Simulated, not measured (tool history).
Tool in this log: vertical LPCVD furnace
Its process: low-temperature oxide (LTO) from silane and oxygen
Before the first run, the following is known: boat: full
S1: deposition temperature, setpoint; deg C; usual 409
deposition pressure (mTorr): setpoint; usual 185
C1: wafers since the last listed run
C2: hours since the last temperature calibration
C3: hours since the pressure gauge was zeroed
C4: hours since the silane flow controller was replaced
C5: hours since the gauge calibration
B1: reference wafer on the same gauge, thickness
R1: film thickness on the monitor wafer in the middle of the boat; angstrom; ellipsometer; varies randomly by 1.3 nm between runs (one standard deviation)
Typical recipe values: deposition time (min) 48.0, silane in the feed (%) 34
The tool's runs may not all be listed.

{"run": 1, "hour": 0.0, "S1": 409, "deposition pressure (mTorr)": 185, "deposition time (min)": 48.0, "silane in the feed (%)": 34, "C1": 0, "C2": 2247.2, "C3": 1347.7, "C4": 2704.1, "C5": 593.9, "B1": 318.78, "R1": 3573.5}
{"run": 2, "hour": 13.1, "S1": 409, "deposition pressure (mTorr)": 185, "deposition time (min)": 48.0, "silane in the feed (%)": 34, "C1": 110, "C2": 2260.3, "C3": 1360.8, "C4": 2717.2, "C5": 607.0, "B1": 318.85, "R1": 3548.5}
{"run": 3, "hour": 40.6, "S1": 409, "deposition pressure (mTorr)": 185, "deposition time (min)": 48.0, "silane in the feed (%)": 34, "C1": 231, "C2": 2287.8, "C3": 1388.3, "C4": 2744.7, "C5": 634.5, "B1": 318.88, "R1": 3581.8}
{"run": 4, "hour": 57.1, "S1": 409, "deposition pressure (mTorr)": 185, "deposition time (min)": 55.5, "silane in the feed (%)": 34, "C1": 138, "C2": 2304.3, "C3": 1404.8, "C4": 2761.2, "C5": 651.0, "B1": 318.93, "R1": 4108.4}
{"run": 5, "hour": 89.6, "S1": 409, "deposition pressure (mTorr)": 185, "deposition time (min)": 48.0, "silane in the feed (%)": 34, "C1": 273, "C2": 2336.8, "C3": 1437.3, "C4": 2793.7, "C5": 683.5, "B1": 319.36, "R1": 3556.9}
{"run": 6, "hour": 102.8, "S1": 414, "deposition pressure (mTorr)": 185, "deposition time (min)": 48.0, "silane in the feed (%)": 34, "C1": 110, "C2": 2350.0, "C3": 1450.5, "C4": 2806.9, "C5": 696.7, "B1": 318.86, "R1": 3776.8}
{"run": 7, "hour": 137.7, "S1": 409, "deposition pressure (mTorr)": 185, "deposition time (min)": 48.0, "silane in the feed (%)": 34, "C1": 293, "C2": 2384.9, "C3": 1485.4, "C4": 2841.8, "C5": 731.6, "B1": 319.11, "R1": 3567.5}
{"run": 8, "hour": 152.4, "S1": 409, "deposition pressure (mTorr)": 185, "deposition time (min)": 48.0, "silane in the feed (%)": 39, "C1": 123, "C2": 2399.6, "C3": 1500.1, "C4": 2856.5, "C5": 746.3, "B1": 318.97, "R1": 4197.2}
{"run": 9, "hour": 184.5, "S1": 409, "deposition pressure (mTorr)": 185, "deposition time (min)": 48.0, "silane in the feed (%)": 34, "C1": 269, "C2": 2431.7, "C3": 1532.2, "C4": 2888.6, "C5": 778.4, "B1": 318.71, "R1": 3579.8}
{"run": 10, "hour": 218.3, "S1": 409, "deposition pressure (mTorr)": 185, "deposition time (min)": 48.0, "silane in the feed (%)": 34, "C1": 284, "C2": 2465.5, "C3": 1566.0, "C4": 2922.4, "C5": 812.2, "B1": 318.93, "R1": 3566.7}
{"hour": 244.6, "done": "silane flow controller replaced"}
{"run": 11, "hour": 245.1, "S1": 399, "deposition pressure (mTorr)": 160, "deposition time (min)": 41.5, "silane in the feed (%)": 31, "C1": 23, "C2": 2492.3, "C3": 1592.8, "C4": 0.5, "C5": 839.0, "B1": 318.8, "R1": 1976.5}
{"run": 12, "hour": 258.7, "S1": 409, "deposition pressure (mTorr)": 165, "deposition time (min)": 41.5, "silane in the feed (%)": 36, "C1": 114, "C2": 2505.9, "C3": 1606.4, "C4": 14.1, "C5": 852.6, "B1": 318.91, "R1": 2815.6}
{"run": 13, "hour": 274.9, "S1": 409, "deposition pressure (mTorr)": 205, "deposition time (min)": 65.0, "silane in the feed (%)": 34, "C1": 136, "C2": 2522.1, "C3": 1622.6, "C4": 30.3, "C5": 868.8, "B1": 318.79, "R1": 5057.6}
{"run": 14, "hour": 298.5, "S1": 409, "deposition pressure (mTorr)": 195, "deposition time (min)": 48.0, "silane in the feed (%)": 32, "C1": 198, "C2": 2545.7, "C3": 1646.2, "C4": 53.9, "C5": 892.4, "B1": 319.29, "R1": 3275.5}
{"run": 15, "hour": 327.1, "S1": 409, "deposition pressure (mTorr)": 185, "deposition time (min)": 39.5, "silane in the feed (%)": 34, "C1": 240, "C2": 2574.3, "C3": 1674.8, "C4": 82.5, "C5": 921.0, "B1": 319.27, "R1": 2783.4}
{"run": 16, "hour": 346.9, "S1": 409, "deposition pressure (mTorr)": 165, "deposition time (min)": 30.0, "silane in the feed (%)": 34, "C1": 166, "C2": 2594.1, "C3": 1694.6, "C4": 102.3, "C5": 940.8, "B1": 318.8, "R1": 1886.8}
{"hour": 380.3, "done": "pressure gauge zeroed"}
{"run": 17, "hour": 380.8, "S1": 409, "deposition pressure (mTorr)": 185, "deposition time (min)": 48.0, "silane in the feed (%)": 34, "C1": 83, "C2": 2628.0, "C3": 0.5, "C4": 136.2, "C5": 974.7, "B1": 318.98, "R1": 3423.3}
{"run": 18, "hour": 393.6, "S1": 416, "deposition pressure (mTorr)": 185, "deposition time (min)": 55.5, "silane in the feed (%)": 34, "C1": 107, "C2": 2640.8, "C3": 13.3, "C4": 149.0, "C5": 987.5, "B1": 318.83, "R1": 4255.2}
{"run": 19, "hour": 407.7, "S1": 409, "deposition pressure (mTorr)": 225, "deposition time (min)": 48.0, "silane in the feed (%)": 34, "C1": 118, "C2": 2654.9, "C3": 27.4, "C4": 163.1, "C5": 1001.6, "B1": 319.45, "R1": 4154.4}
{"hour": 416.0, "done": "gauge calibrated"}
{"run": 20, "hour": 441.9, "S1": 409, "deposition pressure (mTorr)": 185, "deposition time (min)": 48.0, "silane in the feed (%)": 34, "C1": 287, "C2": 2689.1, "C3": 61.6, "C4": 197.3, "C5": 25.9, "B1": 319.1, "R1": 3421.9}
{"run": 21, "hour": 464.0, "S1": 409, "deposition pressure (mTorr)": 185, "deposition time (min)": 48.0, "silane in the feed (%)": 34, "C1": 185, "C2": 2711.2, "C3": 83.7, "C4": 219.4, "C5": 48.0, "B1": 319.0, "R1": 3402.1}
{"hour": 511.8, "done": "thermocouples replaced and temperature profile calibrated"}
{"run": 22, "hour": 512.3, "S1": 399, "deposition pressure (mTorr)": 145, "deposition time (min)": 30.0, "silane in the feed (%)": 32, "C1": 204, "C2": 0.5, "C3": 132.0, "C4": 267.7, "C5": 96.3, "B1": 319.04, "R1": 1376.2}
{"run": 23, "hour": 521.3, "S1": 409, "deposition pressure (mTorr)": 170, "deposition time (min)": 57.0, "silane in the feed (%)": 34, "C1": 75, "C2": 9.5, "C3": 141.0, "C4": 276.7, "C5": 105.3, "B1": 318.93, "R1": 3737.8}
{"run": 24, "hour": 544.0, "S1": 409, "deposition pressure (mTorr)": 170, "deposition time (min)": 48.0, "silane in the feed (%)": 32, "C1": 190, "C2": 32.2, "C3": 163.7, "C4": 299.4, "C5": 128.0, "B1": 319.03, "R1": 2925.7}
{"run": 25, "hour": 556.5, "S1": 409, "deposition pressure (mTorr)": 185, "deposition time (min)": 48.0, "silane in the feed (%)": 34, "C1": 105, "C2": 44.7, "C3": 176.2, "C4": 311.9, "C5": 140.5, "B1": 319.11, "R1": 3415.1}
{"run": 26, "hour": 578.8, "S1": 404, "deposition pressure (mTorr)": 200, "deposition time (min)": 55.0, "silane in the feed (%)": 38, "C1": 187, "C2": 67.0, "C3": 198.5, "C4": 334.2, "C5": 162.8, "B1": 318.86, "R1": 4664.6}
{"run": 27, "hour": 607.5, "S1": 402, "deposition pressure (mTorr)": 170, "deposition time (min)": 55.5, "silane in the feed (%)": 34, "C1": 241, "C2": 95.7, "C3": 227.2, "C4": 362.9, "C5": 191.5, "B1": 318.77, "R1": 3365.5}
{"run": 28, "hour": 620.2, "S1": 413, "deposition pressure (mTorr)": 230, "deposition time (min)": 48.0, "silane in the feed (%)": 36, "C1": 106, "C2": 108.4, "C3": 239.9, "C4": 375.6, "C5": 204.2, "B1": 318.6, "R1": 4789.7}
{"run": 29, "hour": 655.7, "S1": 409, "deposition pressure (mTorr)": 205, "deposition time (min)": 48.0, "silane in the feed (%)": 34, "C1": 298, "C2": 143.9, "C3": 275.4, "C4": 411.1, "C5": 239.7, "B1": 319.07, "R1": 3835.2}
{"run": 30, "hour": 672.9, "S1": 409, "deposition pressure (mTorr)": 185, "deposition time (min)": 48.0, "silane in the feed (%)": 34, "C1": 144, "C2": 161.1, "C3": 292.6, "C4": 428.3, "C5": 256.9, "B1": 318.9, "R1": 3454.8}
{"run": 31, "hour": 769.9, "S1": 409, "deposition pressure (mTorr)": 185, "deposition time (min)": 48.0, "silane in the feed (%)": 34, "C1": 815, "C2": 258.1, "C3": 389.6, "C4": 525.3, "C5": 353.9, "B1": 318.99, "R1": 3437.0}

Predict each of these 4 candidate next runs independently; none follows another, all start after run 31:
{"run": "A", "hour": 774.6, "S1": 409, "deposition pressure (mTorr)": 185, "deposition time (min)": 53.0, "silane in the feed (%)": 34, "C1": 39, "C2": 262.8, "C3": 394.3, "C4": 530.0, "C5": 358.6, "B1": "?", "R1": "?"}
{"run": "B", "hour": 774.6, "S1": 409, "deposition pressure (mTorr)": 185, "deposition time (min)": 57.5, "silane in the feed (%)": 34, "C1": 39, "C2": 262.8, "C3": 394.3, "C4": 530.0, "C5": 358.6, "B1": "?", "R1": "?"}
{"run": "C", "hour": 774.6, "S1": 398, "deposition pressure (mTorr)": 230, "deposition time (min)": 34.5, "silane in the feed (%)": 36, "C1": 39, "C2": 262.8, "C3": 394.3, "C4": 530.0, "C5": 358.6, "B1": "?", "R1": "?"}
{"run": "D", "hour": 774.6, "S1": 406, "deposition pressure (mTorr)": 185, "deposition time (min)": 53.0, "silane in the feed (%)": 34, "C1": 39, "C2": 262.8, "C3": 394.3, "C4": 530.0, "C5": 358.6, "B1": "?", "R1": "?"}

run=A B1=319.23 R1=3831.6
run=B B1=319.23 R1=4157.0
run=C B1=319.23 R1=2950.7
run=D B1=319.23 R1=3705.3
The same runs, with their run-to-run variation unchanged, on a tool lacking any hidden condition would have given:
run=A R1=3751.4
run=B R1=4069.9
run=C R1=2891.8
run=D R1=3627.2
